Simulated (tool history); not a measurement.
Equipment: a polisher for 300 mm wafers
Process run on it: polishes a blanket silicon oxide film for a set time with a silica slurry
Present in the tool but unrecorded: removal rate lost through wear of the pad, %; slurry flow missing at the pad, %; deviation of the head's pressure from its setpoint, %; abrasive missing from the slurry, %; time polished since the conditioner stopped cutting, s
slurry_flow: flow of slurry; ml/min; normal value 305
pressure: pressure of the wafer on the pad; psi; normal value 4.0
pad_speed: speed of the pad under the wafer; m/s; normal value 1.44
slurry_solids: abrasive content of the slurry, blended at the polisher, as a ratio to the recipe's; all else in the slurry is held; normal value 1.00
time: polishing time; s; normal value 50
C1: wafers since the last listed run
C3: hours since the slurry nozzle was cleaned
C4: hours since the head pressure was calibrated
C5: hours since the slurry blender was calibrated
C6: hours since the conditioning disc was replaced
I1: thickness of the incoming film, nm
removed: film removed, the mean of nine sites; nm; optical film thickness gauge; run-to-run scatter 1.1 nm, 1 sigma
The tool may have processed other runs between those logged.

{"run": 1, "hour": 0.0, "slurry_flow": 305, "pressure": 4.0, "pad_speed": 1.44, "slurry_solids": 1.0, "time": 39, "C1": 0, "wafers polished on this pad": 881, "C3": 367.2, "C4": 219.9, "C5": 148.0, "C6": 91.7, "I1": 1204.5, "removed": 129.9}
{"run": 2, "hour": 44.4, "slurry_flow": 305, "pressure": 4.0, "pad_speed": 1.44, "slurry_solids": 1.0, "time": 50, "C1": 360, "wafers polished on this pad": 1242, "C3": 411.6, "C4": 264.3, "C5": 192.4, "C6": 136.1, "I1": 1189.6, "removed": 165.9}
{"hour": 54.2, "done": "head pressure recalibrated"}
{"hour": 85.6, "done": "slurry blender recalibrated"}
{"hour": 112.0, "done": "conditioning disc replaced and pad reconditioned"}
{"hour": 137.4, "done": "worn pad replaced by a new one"}
{"hour": 217.9, "done": "slurry nozzle cleaned"}
{"run": 3, "hour": 259.4, "slurry_flow": 305, "pressure": 4.0, "pad_speed": 1.44, "slurry_solids": 1.0, "time": 50, "C1": 1658, "wafers polished on this pad": 983, "C3": 41.5, "C4": 205.2, "C5": 173.8, "C6": 147.4, "I1": 1205.2, "removed": 166.3}
{"hour": 273.6, "done": "slurry blender recalibrated"}
{"run": 4, "hour": 328.5, "slurry_flow": 305, "pressure": 4.0, "pad_speed": 1.44, "slurry_solids": 1.0, "time": 50, "C1": 545, "wafers polished on this pad": 1528, "C3": 110.6, "C4": 274.3, "C5": 54.9, "C6": 216.5, "I1": 1194.8, "removed": 169.2}
{"hour": 352.8, "done": "conditioning disc replaced and pad reconditioned"}
{"run": 5, "hour": 361.6, "slurry_flow": 305, "pressure": 4.0, "pad_speed": 1.44, "slurry_solids": 1.0, "time": 50, "C1": 252, "wafers polished on this pad": 1781, "C3": 143.7, "C4": 307.4, "C5": 88.0, "C6": 8.8, "I1": 1200.6, "removed": 170.4}
{"hour": 367.6, "done": "worn pad replaced by a new one"}
{"hour": 399.6, "done": "head pressure recalibrated"}
{"run": 6, "hour": 507.6, "slurry_flow": 305, "pressure": 4.0, "pad_speed": 1.44, "slurry_solids": 1.0, "time": 50, "C1": 1137, "wafers polished on this pad": 1122, "C3": 289.7, "C4": 108.0, "C5": 234.0, "C6": 154.8, "I1": 1218.6, "removed": 165.0}
{"hour": 516.8, "done": "slurry blender recalibrated"}
{"hour": 553.7, "done": "conditioning disc replaced and pad reconditioned"}
{"run": 7, "hour": 574.4, "slurry_flow": 305, "pressure": 4.0, "pad_speed": 1.44, "slurry_solids": 1.0, "time": 50, "C1": 510, "wafers polished on this pad": 1632, "C3": 356.5, "C4": 174.8, "C5": 57.6, "C6": 20.7, "I1": 1175.4, "removed": 169.0}
{"hour": 593.5, "done": "worn pad replaced by a new one"}
{"run": 8, "hour": 638.9, "slurry_flow": 305, "pressure": 4.0, "pad_speed": 1.44, "slurry_solids": 1.0, "time": 50, "C1": 491, "wafers polished on this pad": 368, "C3": 421.0, "C4": 239.3, "C5": 122.1, "C6": 85.2, "I1": 1207.8, "removed": 165.6}
{"hour": 677.9, "done": "head pressure recalibrated"}
{"run": 9, "hour": 694.9, "slurry_flow": 225, "pressure": 4.8, "pad_speed": 1.44, "slurry_solids": 1.0, "time": 50, "C1": 438, "wafers polished on this pad": 807, "C3": 477.0, "C4": 17.0, "C5": 178.1, "C6": 141.2, "I1": 1200.9, "removed": 180.5}
{"hour": 705.7, "done": "slurry blender recalibrated"}
{"run": 10, "hour": 758.1, "slurry_flow": 335, "pressure": 4.0, "pad_speed": 1.58, "slurry_solids": 1.25, "time": 45, "C1": 497, "wafers polished on this pad": 1305, "C3": 540.2, "C4": 80.2, "C5": 52.4, "C6": 204.4, "I1": 1217.9, "removed": 184.5}
{"hour": 769.2, "done": "conditioning disc replaced and pad reconditioned"}
{"hour": 779.1, "done": "slurry nozzle cleaned"}
{"hour": 809.2, "done": "worn pad replaced by a new one"}
{"run": 11, "hour": 809.7, "slurry_flow": 305, "pressure": 4.0, "pad_speed": 1.44, "slurry_solids": 1.0, "time": 50, "C1": 362, "wafers polished on this pad": 4, "C3": 30.6, "C4": 131.8, "C5": 104.0, "C6": 40.5, "I1": 1217.5, "removed": 169.1}
{"run": 12, "hour": 849.6, "slurry_flow": 305, "pressure": 4.0, "pad_speed": 1.44, "slurry_solids": 1.0, "time": 50, "C1": 324, "wafers polished on this pad": 328, "C3": 70.5, "C4": 171.7, "C5": 143.9, "C6": 80.4, "I1": 1193.4, "removed": 167.5}
{"hour": 911.9, "done": "slurry blender recalibrated"}
{"run": 13, "hour": 914.2, "slurry_flow": 305, "pressure": 4.0, "pad_speed": 1.44, "slurry_solids": 1.0, "time": 50, "C1": 508, "wafers polished on this pad": 837, "C3": 135.1, "C4": 236.3, "C5": 2.3, "C6": 145.0, "I1": 1208.8, "removed": 170.2}
{"hour": 943.4, "done": "head pressure recalibrated"}
{"run": 14, "hour": 948.0, "slurry_flow": 400, "pressure": 3.5, "pad_speed": 1.08, "slurry_solids": 1.25, "time": 50, "C1": 258, "wafers polished on this pad": 1095, "C3": 168.9, "C4": 4.6, "C5": 36.1, "C6": 178.8, "I1": 1187.2, "removed": 142.2}
{"hour": 959.0, "done": "conditioning disc replaced and pad reconditioned"}
{"hour": 1005.3, "done": "worn pad replaced by a new one"}
{"run": 15, "hour": 1005.8, "slurry_flow": 400, "pressure": 4.0, "pad_speed": 1.44, "slurry_solids": 1.2, "time": 40, "C1": 421, "wafers polished on this pad": 4, "C3": 226.7, "C4": 62.4, "C5": 93.9, "C6": 46.8, "I1": 1203.3, "removed": 151.3}
{"run": 16, "hour": 1032.0, "slurry_flow": 305, "pressure": 4.0, "pad_speed": 1.06, "slurry_solids": 0.85, "time": 50, "C1": 212, "wafers polished on this pad": 217, "C3": 252.9, "C4": 88.6, "C5": 120.1, "C6": 73.0, "I1": 1206.9, "removed": 119.9}
{"run": 17, "hour": 1098.3, "slurry_flow": 305, "pressure": 4.0, "pad_speed": 1.44, "slurry_solids": 0.75, "time": 50, "C1": 538, "wafers polished on this pad": 755, "C3": 319.2, "C4": 154.9, "C5": 186.4, "C6": 139.3, "I1": 1195.1, "removed": 139.5}

Pick out some run-to-run changes in removed. Of each, how much would a tool without hidden state show as well, from the settings, what came in and chance, and how much is left for the hidden state and any gauge scatter not in both results compared?
Run 1 -> 2: time 39 -> 50. removed +36.0 nm: hidden state -1.7, all else +37.7.
Run 9 -> 10: slurry_flow 225 -> 335, pressure 4.8 -> 4.0, pad_speed 1.44 -> 1.58, slurry_solids 1.00 -> 1.25, time 50 -> 45, slurry blender recalibrated. removed +4.0 nm: hidden state +3.9, all else +0.1.
